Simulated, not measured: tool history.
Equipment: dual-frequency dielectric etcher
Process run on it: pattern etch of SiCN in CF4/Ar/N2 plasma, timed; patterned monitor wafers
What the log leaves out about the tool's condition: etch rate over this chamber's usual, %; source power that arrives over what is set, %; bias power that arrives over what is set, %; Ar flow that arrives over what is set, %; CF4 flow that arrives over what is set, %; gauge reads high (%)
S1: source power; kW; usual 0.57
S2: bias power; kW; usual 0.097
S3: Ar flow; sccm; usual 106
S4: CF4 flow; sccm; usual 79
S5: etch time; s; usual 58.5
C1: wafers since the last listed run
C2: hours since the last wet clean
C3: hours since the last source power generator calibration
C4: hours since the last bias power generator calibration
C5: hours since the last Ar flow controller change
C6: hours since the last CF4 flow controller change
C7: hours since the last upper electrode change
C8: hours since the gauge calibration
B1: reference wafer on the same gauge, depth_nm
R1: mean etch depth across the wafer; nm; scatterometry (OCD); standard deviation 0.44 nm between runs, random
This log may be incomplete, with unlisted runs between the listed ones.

run 1 hour=0 | S1=0.57 S2=0.115 S3=106 S4=79 S5=58.5 | C1=0 C2=515.8 C3=211.7 C4=3798.9 C5=114.9 C6=1206 C7=3135.7 C8=1636.5 | B1=57.9 | R1=78.3
run 2 hour=72 | S1=0.57 S2=0.097 S3=106 S4=79 S5=58.5 | C1=1046 C2=587.8 C3=283.7 C4=3870.9 C5=186.9 C6=1278 C7=3207.7 C8=1708.5 | B1=57.9 | R1=73.9
-- hour=102.2 wet clean of the chamber
run 3 hour=120.1 | S1=0.57 S2=0.097 S3=106 S4=79 S5=58.5 | C1=350 C2=17.9 C3=331.8 C4=3919 C5=235 C6=1326.1 C7=3255.8 C8=1756.6 | B1=57.9 | R1=71.3
run 4 hour=218.3 | S1=0.61 S2=0.115 S3=106 S4=79 S5=58.5 | C1=1427 C2=116.1 C3=430 C4=4017.2 C5=333.2 C6=1424.3 C7=3354 C8=1854.8 | B1=57.9 | R1=82
run 5 hour=292 | S1=0.57 S2=0.097 S3=106 S4=79 S5=58.5 | C1=1071 C2=189.8 C3=503.7 C4=4090.9 C5=406.9 C6=1498 C7=3427.7 C8=1928.5 | B1=57.9 | R1=71.7
-- hour=355.3 bias power generator calibrated
run 6 hour=382 | S1=0.57 S2=0.075 S3=130 S4=70 S5=58.5 | C1=1249 C2=279.8 C3=593.7 C4=26.7 C5=496.9 C6=1588 C7=3517.7 C8=2018.5 | B1=57.9 | R1=62.7
-- hour=418.2 CF4 flow controller replaced
run 7 hour=443.3 | S1=0.47 S2=0.104 S3=95 S4=79 S5=75 | C1=803 C2=341.1 C3=655 C4=88 C5=558.2 C6=25.1 C7=3579 C8=2079.8 | B1=57.9 | R1=78.3
run 8 hour=502.5 | S1=0.69 S2=0.097 S3=106 S4=69 S5=45.5 | C1=860 C2=400.3 C3=714.2 C4=147.2 C5=617.4 C6=84.3 C7=3638.2 C8=2139 | B1=57.9 | R1=68.3
run 9 hour=609.6 | S1=0.46 S2=0.097 S3=85 S4=79 S5=52.5 | C1=1556 C2=507.4 C3=821.3 C4=254.3 C5=724.5 C6=191.4 C7=3745.3 C8=2246.1 | B1=57.9 | R1=53.2
-- hour=653.9 wet clean of the chamber
-- hour=660 upper electrode replaced
run 10 hour=671.9 | S1=0.46 S2=0.097 S3=85 S4=79 S5=52.5 | C1=467 C2=18 C3=883.6 C4=316.6 C5=786.8 C6=253.7 C7=11.9 C8=2308.4 | B1=57.9 | R1=52
run 11 hour=764.1 | S1=0.52 S2=0.097 S3=95 S4=93 S5=51 | C1=1339 C2=110.2 C3=975.8 C4=408.8 C5=879 C6=345.9 C7=104.1 C8=2400.6 | B1=57.8 | R1=57.6
-- hour=771.4 gauge calibrated
run 12 hour=817.6 | S1=0.52 S2=0.103 S3=83 S4=79 S5=75.5 | C1=777 C2=163.7 C3=1029.3 C4=462.3 C5=932.5 C6=399.4 C7=157.6 C8=46.2 | B1=57.9 | R1=87.8
run 13 hour=898.6 | S1=0.57 S2=0.086 S3=106 S4=79 S5=58.5 | C1=1177 C2=244.7 C3=1110.3 C4=543.3 C5=1013.5 C6=480.4 C7=238.6 C8=127.2 | B1=57.9 | R1=67.9
run 14 hour=974.2 | S1=0.63 S2=0.121 S3=84 S4=79 S5=58.5 | C1=1098 C2=320.3 C3=1185.9 C4=618.9 C5=1089.1 C6=556 C7=314.2 C8=202.8 | B1=57.9 | R1=89.3
run 15 hour=1032.4 | S1=0.57 S2=0.097 S3=106 S4=79 S5=58.5 | C1=845 C2=378.5 C3=1244.1 C4=677.1 C5=1147.3 C6=614.2 C7=372.4 C8=261 | B1=57.9 | R1=71
run 16 hour=1106.7 | S1=0.57 S2=0.097 S3=106 S4=79 S5=67.5 | C1=1079 C2=452.8 C3=1318.4 C4=751.4 C5=1221.6 C6=688.5 C7=446.7 C8=335.3 | B1=57.9 | R1=83.2
run 17 hour=1174.9 | S1=0.57 S2=0.104 S3=86 S4=65 S5=45.5 | C1=991 C2=521 C3=1386.6 C4=819.6 C5=1289.8 C6=756.7 C7=514.9 C8=403.5 | B1=57.9 | R1=57.2
-- hour=1208.2 wet clean of the chamber
run 18 hour=1235.5 | S1=0.57 S2=0.097 S3=106 S4=66 S5=58.5 | C1=531 C2=27.3 C3=1447.2 C4=880.2 C5=1350.4 C6=817.3 C7=575.5 C8=464.1 | B1=57.8 | R1=68.3
run 19 hour=1302.3 | S1=0.57 S2=0.087 S3=129 S4=79 S5=46.5 | C1=970 C2=94.1 C3=1514 C4=947 C5=1417.2 C6=884.1 C7=642.3 C8=530.9 | B1=57.9 | R1=52.1
run 20 hour=1392.5 | S1=0.57 S2=0.097 S3=106 S4=79 S5=58.5 | C1=1310 C2=184.3 C3=1604.2 C4=1037.2 C5=1507.4 C6=974.3 C7=732.5 C8=621.1 | B1=58 | R1=69.7

Here are 5 independent what-if runs from the current tool condition. What would each one return?
run A hour=1392.9 | S1=0.57 S2=0.097 S3=106 S4=79 S5=58.5 | C1=5 C2=184.7 C3=1604.6 C4=1037.6 C5=1507.8 C6=974.7 C7=732.9 C8=621.5 | B1=? | R1=?
run B hour=1392.9 | S1=0.69 S2=0.084 S3=106 S4=79 S5=52 | C1=5 C2=184.7 C3=1604.6 C4=1037.6 C5=1507.8 C6=974.7 C7=732.9 C8=621.5 | B1=? | R1=?
run C hour=1392.9 | S1=0.57 S2=0.088 S3=116 S4=79 S5=58.5 | C1=5 C2=184.7 C3=1604.6 C4=1037.6 C5=1507.8 C6=974.7 C7=732.9 C8=621.5 | B1=? | R1=?
run D hour=1392.9 | S1=0.57 S2=0.097 S3=106 S4=79 S5=72 | C1=5 C2=184.7 C3=1604.6 C4=1037.6 C5=1507.8 C6=974.7 C7=732.9 C8=621.5 | B1=? | R1=?
run E hour=1392.9 | S1=0.57 S2=0.075 S3=86 S4=79 S5=58.5 | C1=5 C2=184.7 C3=1604.6 C4=1037.6 C5=1507.8 C6=974.7 C7=732.9 C8=621.5 | B1=? | R1=?

run=A B1=57.9 R1=70.7
run=B B1=57.9 R1=72.7
run=C B1=57.9 R1=67.3
run=D B1=57.9 R1=87
run=E B1=57.9 R1=66.6
With the hidden condition removed and each run's random variation left untouched, the same runs would have given:
run=A R1=72.2
run=B R1=74.3
run=C R1=68.8
run=D R1=88.8
run=E R1=68
